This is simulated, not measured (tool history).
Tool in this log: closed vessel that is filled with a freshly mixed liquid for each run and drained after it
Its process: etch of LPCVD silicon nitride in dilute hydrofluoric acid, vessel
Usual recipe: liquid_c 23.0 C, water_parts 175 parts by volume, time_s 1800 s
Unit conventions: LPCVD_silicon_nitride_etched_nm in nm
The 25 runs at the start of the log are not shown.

run,hour,liquid_c,water_parts,time_s,"read-back film thickness of the LPCVD silicon nitride reference wafer, read on the same gauge (nm)",LPCVD_silicon_nitride_etched_nm
26,1961.6,23.0,175,1800,40.005,3.915
27,2068.3,26.5,240,2115,40.007,4.174
28,2136.3,18.5,120,1800,39.999,4.147
29,2187.6,23.0,175,970,39.997,2.081
30,2261.8,27.0,225,2630,40.025,5.632
31,2339.3,26.0,225,1800,39.996,3.581
# hour 2398.2: hydrofluoric acid flow meter replaced
32,2429.5,20.0,85,2615,40.008,9.022
33,2518.5,23.0,175,2180,39.995,4.496

Below are 3 alternative next runs, each starting from the tool's condition after run 33. Predict each:
A,2519.7,23.0,175,1800,?,?
B,2519.7,23.0,175,1265,?,?
C,2519.7,20.0,145,1000,?,?

run,"read-back film thickness of the LPCVD silicon nitride reference wafer, read on the same gauge (nm)",LPCVD_silicon_nitride_etched_nm
A,39.999,3.727
B,39.999,2.619
C,39.999,2.038
With no hidden state in the tool, these same runs would have given:
run,LPCVD_silicon_nitride_etched_nm
A,3.994
B,2.807
C,2.190

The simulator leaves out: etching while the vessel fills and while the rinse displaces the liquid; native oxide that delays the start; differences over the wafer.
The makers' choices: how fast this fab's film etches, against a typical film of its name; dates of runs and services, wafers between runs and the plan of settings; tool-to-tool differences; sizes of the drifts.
